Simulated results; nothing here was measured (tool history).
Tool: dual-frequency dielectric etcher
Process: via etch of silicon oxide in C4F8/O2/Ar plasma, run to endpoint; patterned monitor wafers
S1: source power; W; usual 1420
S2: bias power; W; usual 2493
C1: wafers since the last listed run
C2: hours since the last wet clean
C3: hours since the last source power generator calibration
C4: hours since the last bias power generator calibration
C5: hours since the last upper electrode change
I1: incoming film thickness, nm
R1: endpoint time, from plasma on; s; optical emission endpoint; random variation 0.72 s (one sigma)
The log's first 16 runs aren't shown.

{"run": 17, "hour": 365.9, "S1": 1100, "S2": 2203, "C1": 112, "C2": 116.9, "C3": 99.1, "C4": 3705.1, "C5": 4644.9, "I1": 1052.2, "R1": 277.7}
{"run": 18, "hour": 401.9, "S1": 1420, "S2": 2493, "C1": 140, "C2": 152.9, "C3": 135.1, "C4": 3741.1, "C5": 4680.9, "I1": 1064.3, "R1": 237.7}
{"run": 19, "hour": 415.3, "S1": 1240, "S2": 2166, "C1": 52, "C2": 166.3, "C3": 148.5, "C4": 3754.5, "C5": 4694.3, "I1": 1044.5, "R1": 262.7}
{"run": 20, "hour": 430.6, "S1": 1280, "S2": 1960, "C1": 59, "C2": 181.6, "C3": 163.8, "C4": 3769.8, "C5": 4709.6, "I1": 1052.2, "R1": 268.6}
{"hour": 441.9, "done": "bias power generator calibrated"}
{"run": 21, "hour": 450.2, "S1": 1610, "S2": 2033, "C1": 60, "C2": 201.2, "C3": 183.4, "C4": 8.3, "C5": 4729.2, "I1": 1065.2, "R1": 238.9}
{"run": 22, "hour": 481.2, "S1": 1420, "S2": 2707, "C1": 120, "C2": 232.2, "C3": 214.4, "C4": 39.3, "C5": 4760.2, "I1": 1049.7, "R1": 226}
{"run": 23, "hour": 516.6, "S1": 1770, "S2": 2791, "C1": 138, "C2": 267.6, "C3": 249.8, "C4": 74.7, "C5": 4795.6, "I1": 1058.8, "R1": 203.5}
{"run": 24, "hour": 546.4, "S1": 1190, "S2": 2677, "C1": 116, "C2": 297.4, "C3": 279.6, "C4": 104.5, "C5": 4825.4, "I1": 1051.7, "R1": 247}
{"run": 25, "hour": 564.6, "S1": 1420, "S2": 2493, "C1": 70, "C2": 315.6, "C3": 297.8, "C4": 122.7, "C5": 4843.6, "I1": 1071.2, "R1": 235.8}
{"hour": 598.5, "done": "upper electrode replaced"}
{"run": 26, "hour": 599.0, "S1": 1570, "S2": 2063, "C1": 40, "C2": 350, "C3": 332.2, "C4": 157.1, "C5": 0.5, "I1": 1048.6, "R1": 235.1}
{"run": 27, "hour": 624.6, "S1": 1420, "S2": 2493, "C1": 99, "C2": 375.6, "C3": 357.8, "C4": 182.7, "C5": 26.1, "I1": 1045.9, "R1": 229.9}
{"run": 28, "hour": 639.0, "S1": 1420, "S2": 2493, "C1": 56, "C2": 390, "C3": 372.2, "C4": 197.1, "C5": 40.5, "I1": 1050.2, "R1": 229}
{"run": 29, "hour": 671.3, "S1": 1600, "S2": 2288, "C1": 125, "C2": 422.3, "C3": 404.5, "C4": 229.4, "C5": 72.8, "I1": 1051.6, "R1": 224.1}
{"hour": 778.8, "done": "wet clean of the chamber"}
{"run": 30, "hour": 779.3, "S1": 1630, "S2": 2188, "C1": 327, "C2": 0.5, "C3": 512.5, "C4": 337.4, "C5": 180.8, "I1": 1042.8, "R1": 231}
{"run": 31, "hour": 782.6, "S1": 1420, "S2": 2493, "C1": 12, "C2": 3.8, "C3": 515.8, "C4": 340.7, "C5": 184.1, "I1": 1056.1, "R1": 238.9}
{"run": 32, "hour": 807.8, "S1": 1420, "S2": 2676, "C1": 98, "C2": 29, "C3": 541, "C4": 365.9, "C5": 209.3, "I1": 1058.5, "R1": 232.2}

3 ways to go on from here, each from the tool as it stands after run 32. What would each give?
{"run": "A", "hour": 808.3, "S1": 1420, "S2": 2493, "C1": 1, "C2": 29.5, "C3": 541.5, "C4": 366.4, "C5": 209.8, "I1": 1053.1, "R1": "?"}
{"run": "B", "hour": 808.3, "S1": 1540, "S2": 3007, "C1": 1, "C2": 29.5, "C3": 541.5, "C4": 366.4, "C5": 209.8, "I1": 1053.1, "R1": "?"}
{"run": "C", "hour": 808.3, "S1": 1680, "S2": 2082, "C1": 1, "C2": 29.5, "C3": 541.5, "C4": 366.4, "C5": 209.8, "I1": 1053.1, "R1": "?"}

run=A R1=236.6
run=B R1=213.2
run=C R1=232.7
Without the tool's hidden state the same runs would have given:
run=A R1=237.3
run=B R1=213.9
run=C R1=233.4

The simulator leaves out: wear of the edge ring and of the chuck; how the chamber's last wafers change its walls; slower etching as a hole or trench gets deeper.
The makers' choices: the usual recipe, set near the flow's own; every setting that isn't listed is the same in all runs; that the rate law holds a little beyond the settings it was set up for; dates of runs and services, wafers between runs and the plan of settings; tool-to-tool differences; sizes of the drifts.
